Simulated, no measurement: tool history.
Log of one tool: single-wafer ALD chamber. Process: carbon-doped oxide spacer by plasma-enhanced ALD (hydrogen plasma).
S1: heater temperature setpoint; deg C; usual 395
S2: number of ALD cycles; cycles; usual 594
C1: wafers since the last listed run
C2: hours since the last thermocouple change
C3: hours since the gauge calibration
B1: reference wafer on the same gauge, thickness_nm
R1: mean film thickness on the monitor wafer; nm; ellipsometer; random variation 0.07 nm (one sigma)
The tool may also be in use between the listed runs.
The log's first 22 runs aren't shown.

Run 23, hour 2068.7: usual settings but S1 383 deg C, S2 561 cycles; C1 54; C2 443.6; C3 889.7; B1 28.943. Result: R1 26.403 nm.
Run 24, hour 2151.9: usual settings but S1 399 deg C, S2 679 cycles; C1 44; C2 526.8; C3 972.9; B1 28.933. Result: R1 31.827 nm.
Run 25, hour 2251.9: usual settings; C1 53; C2 626.8; C3 1072.9; B1 28.917. Result: R1 27.987 nm.
Run 26, hour 2534: usual settings but S1 383 deg C, S2 636 cycles; C1 152; C2 908.9; C3 1355; B1 28.838. Result: R1 29.811 nm.
Run 27, hour 2592.1: usual settings but S1 386 deg C, S2 680 cycles; C1 31; C2 967; C3 1413.1; B1 28.865. Result: R1 31.878 nm.
Run 28, hour 2657.1: usual settings but S1 388 deg C; C1 35; C2 1032; C3 1478.1; B1 28.86. Result: R1 27.954 nm.
Run 29, hour 2761: usual settings but S2 680 cycles; C1 56; C2 1135.9; C3 1582; B1 28.847. Result: R1 32.074 nm.
Run 30, hour 2863.8: usual settings but S1 389 deg C, S2 502 cycles; C1 55; C2 1238.7; C3 1684.8; B1 28.82. Result: R1 23.55 nm.
Run 31, hour 2914.6: usual settings but S1 382 deg C, S2 500 cycles; C1 27; C2 1289.5; C3 1735.6; B1 28.757. Result: R1 23.403 nm.
Run 32, hour 2954: usual settings but S1 403 deg C, S2 540 cycles; C1 21; C2 1328.9; C3 1775; B1 28.77. Result: R1 24.981 nm.
Run 33, hour 3000.1: usual settings but S2 640 cycles; C1 24; C2 1375; C3 1821.1; B1 28.784. Result: R1 29.982 nm.
Run 34, hour 3087: usual settings but S2 561 cycles; C1 46; C2 1461.9; C3 1908; B1 28.719. Result: R1 26.068 nm.
Run 35, hour 3123.5: usual settings but S1 400 deg C; C1 19; C2 1498.4; C3 1944.5; B1 28.709. Result: R1 27.77 nm.
Run 36, hour 3201.4: usual settings but S1 407 deg C, S2 700 cycles; C1 41; C2 1576.3; C3 2022.4; B1 28.654. Result: R1 31.943 nm.
Run 37, hour 3252.2: usual settings but S1 391 deg C, S2 500 cycles; C1 27; C2 1627.1; C3 2073.2; B1 28.669. Result: R1 23.292 nm.
Run 38, hour 3318.3: usual settings but S1 399 deg C, S2 544 cycles; C1 35; C2 1693.2; C3 2139.3; B1 28.647. Result: R1 25.286 nm.
At hour 3354.9: gauge calibrated.
Run 39, hour 3477.9: usual settings; C1 86; C2 1852.8; C3 123; B1 29.063. Result: R1 28.209 nm.
Run 40, hour 3564.4: usual settings but S1 383 deg C, S2 653 cycles; C1 46; C2 1939.3; C3 209.5; B1 29.092. Result: R1 30.793 nm.
Run 41, hour 3628.3: usual settings but S2 670 cycles; C1 34; C2 2003.2; C3 273.4; B1 29.098. Result: R1 31.676 nm.
Run 42, hour 3669.6: usual settings but S1 405 deg C, S2 521 cycles; C1 22; C2 2044.5; C3 314.7; B1 29.074. Result: R1 24.245 nm.
Run 43, hour 3777.3: usual settings but S1 404 deg C, S2 627 cycles; C1 58; C2 2152.2; C3 422.4; B1 29.062. Result: R1 29.258 nm.
At hour 3841.4: thermocouple changed; heater temperature recalibrated.
Run 44, hour 3851.1: usual settings; C1 35; C2 9.7; C3 496.2; B1 29.052. Result: R1 27.999 nm.
Run 45, hour 3927.3: usual settings but S1 401 deg C; C1 41; C2 85.9; C3 572.4; B1 29.062. Result: R1 27.901 nm.

5 ways to go on from here, each from the tool as it stands after run 45. What would each give?
Run A, hour 3928.6: usual settings; C1 0; C2 87.2; C3 573.7; B1 ?. Result: R1 ?.
Run B, hour 3928.6: usual settings but S1 399 deg C, S2 507 cycles; C1 0; C2 87.2; C3 573.7; B1 ?. Result: R1 ?.
Run C, hour 3928.6: usual settings but S1 399 deg C, S2 650 cycles; C1 0; C2 87.2; C3 573.7; B1 ?. Result: R1 ?.
Run D, hour 3928.6: usual settings but S1 382 deg C; C1 0; C2 87.2; C3 573.7; B1 ?. Result: R1 ?.
Run E, hour 3928.6: usual settings but S1 381 deg C; C1 0; C2 87.2; C3 573.7; B1 ?. Result: R1 ?.

run      B1      R1
  A  29.077  28.186
  B  29.077  24.058
  C  29.077  30.843
  D  29.077  28.186
  E  29.077  28.186
Without the tool's hidden state the same runs would have given:
run      R1
  A   28.22
  B  24.087
  C  30.881
  D   28.22
  E   28.22

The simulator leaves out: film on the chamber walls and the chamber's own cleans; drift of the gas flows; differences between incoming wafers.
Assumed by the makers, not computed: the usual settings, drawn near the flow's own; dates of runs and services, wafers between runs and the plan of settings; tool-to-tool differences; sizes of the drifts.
